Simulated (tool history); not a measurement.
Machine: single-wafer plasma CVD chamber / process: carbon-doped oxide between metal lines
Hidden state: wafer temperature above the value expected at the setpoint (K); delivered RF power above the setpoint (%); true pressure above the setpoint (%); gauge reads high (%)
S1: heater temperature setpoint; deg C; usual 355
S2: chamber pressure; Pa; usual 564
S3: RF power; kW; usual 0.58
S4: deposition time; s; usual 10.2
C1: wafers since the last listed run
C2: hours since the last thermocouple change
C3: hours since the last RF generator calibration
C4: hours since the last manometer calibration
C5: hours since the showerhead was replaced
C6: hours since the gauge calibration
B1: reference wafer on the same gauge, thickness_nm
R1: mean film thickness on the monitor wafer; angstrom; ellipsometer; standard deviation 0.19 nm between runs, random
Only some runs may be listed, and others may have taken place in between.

run     day   S1   S2     S3    S4    C1      C2      C3      C4      C5     C6      B1      R1
  1       0  355  564   0.58  10.2     0  1602.9  1229.8  2266.4  6332.4  421.8  58.944  511.83
      0.167  -- gauge calibrated
      2.592  -- thermocouple changed; heater temperature recalibrated
  2   2.612  355  564   0.58  10.2  1748     0.5  1292.5  2329.1  6395.1   58.7    58.9  510.12
  3   3.421  355  564   0.58  10.2   620    19.9  1311.9  2348.5  6414.5   78.1    58.9  506.43
  4   4.275  355  564   0.58  10.2   655    40.4  1332.4    2369    6435   98.6  58.894  511.23
  5   5.558  355  564   0.58  10.2   984    71.2  1363.2  2399.8  6465.8  129.4  58.928   511.3
  6   6.471  355  564   0.58  10.2   699    93.1  1385.1  2421.7  6487.7  151.3  58.881  509.03
  7   7.912  355  564   0.58  10.2  1105   127.7  1419.7  2456.3  6522.3  185.9  58.896  508.24
  8   8.679  355  564   0.58  10.2   588   146.1  1438.1  2474.7  6540.7  204.3  58.851  510.91
  9   9.583  355  564   0.58  10.2   693   167.8  1459.8  2496.4  6562.4    226  58.863  511.07
 10  10.238  362  473   0.58  10.2   501   183.5  1475.5  2512.1  6578.1  241.7  58.901  493.81
 11  11.529  355  564   0.58  10.2   990   214.5  1506.5  2543.1  6609.1  272.7  58.904   508.4
 12  12.725  355  564  0.615  12.2   917   243.2  1535.2  2571.8  6637.8  301.4  58.851  626.13
 13  13.325  355  525   0.58  11.9   460   257.6  1549.6  2586.2  6652.2  315.8  58.888  588.16
 14  14.442  343  613   0.52   9.2   856   284.4  1576.4    2613    6679  342.6  58.875  446.78
     15.142  -- showerhead replaced
 15  15.908  362  519  0.685   8.2   869   319.6  1611.6  2648.2    18.4  377.8  58.931  436.46
 16  16.533  344  564  0.475  11.9   479   334.6  1626.6  2663.2    33.4  392.8  58.912  543.46
     17.033  -- capacitance manometer re-zeroed and calibrated
     17.271  -- RF generator calibrated
     17.329  -- gauge calibrated
 17  17.492  351  676   0.63  10.2   296   357.6     5.3      11    56.4    3.9   58.87  574.13
 18  18.925  355  564   0.58  10.2  1099     392    39.7    45.4    90.8   38.3  58.885  530.77
 19  19.867  355  508  0.465  11.6   722   414.6    62.3      68   113.4   60.9  58.925  529.02
 20    20.5  355  457   0.53  10.2   485   429.8    77.5    83.2   128.6   76.1  58.915  498.05
 21  21.396  345  425   0.63  11.5   687   451.3      99   104.7   150.1   97.6  58.852  630.34
 22  22.471  346  651  0.615   9.5   824   477.1   124.8   130.5   175.9  123.4  58.825   531.3
 23  23.408  346  624  0.685  12.1   719   499.6   147.3     153   198.4  145.9   58.93  709.31
 24  24.429  368  631  0.645  11.9   783   524.1   171.8   177.5   222.9  170.4  58.864  636.96
 25  25.538  355  564   0.58  10.2   850   550.7   198.4   204.1   249.5    197  58.904  531.09
 26  26.646  360  564   0.68   9.6   850   577.3     225   230.7   276.1  223.6  58.898  534.97
 27  27.796  355  477  0.465  11.2   882   604.9   252.6   258.3   303.7  251.2   58.91  507.86
 28  28.879  355  564   0.58  10.2   830   630.9   278.6   284.3   329.7  277.2   58.97  524.95

A few steps of R1 between consecutive runs. Split each: what settings, incoming material and random variation would produce without the hidden state, and what is left over for the hidden state, along with gauge scatter present in only one of the two compared results (measured, and without hidden state):
Run 13 -> 14: S1 355 -> 343, S2 525 -> 613, S3 0.58 -> 0.52, S4 11.9 -> 9.2. R1 -141.38 angstrom: hidden state +6.02, all else -147.4.
Run 15 -> 16: S1 362 -> 344, S2 519 -> 564, S3 0.685 -> 0.475, S4 8.2 -> 11.9. R1 +107 angstrom: hidden state -8.03, all else +115.03.
Run 16 -> 17: S1 344 -> 351, S2 564 -> 676, S3 0.475 -> 0.63, S4 11.9 -> 10.2, capacitance manometer re-zeroed and calibrated, RF generator calibrated, gauge calibrated. R1 +30.67 angstrom: hidden state +29.54, all else +1.13.
Run 22 -> 23: S2 651 -> 624, S3 0.615 -> 0.685, S4 9.5 -> 12.1. R1 +178.01 angstrom: hidden state -1, all else +179.01.
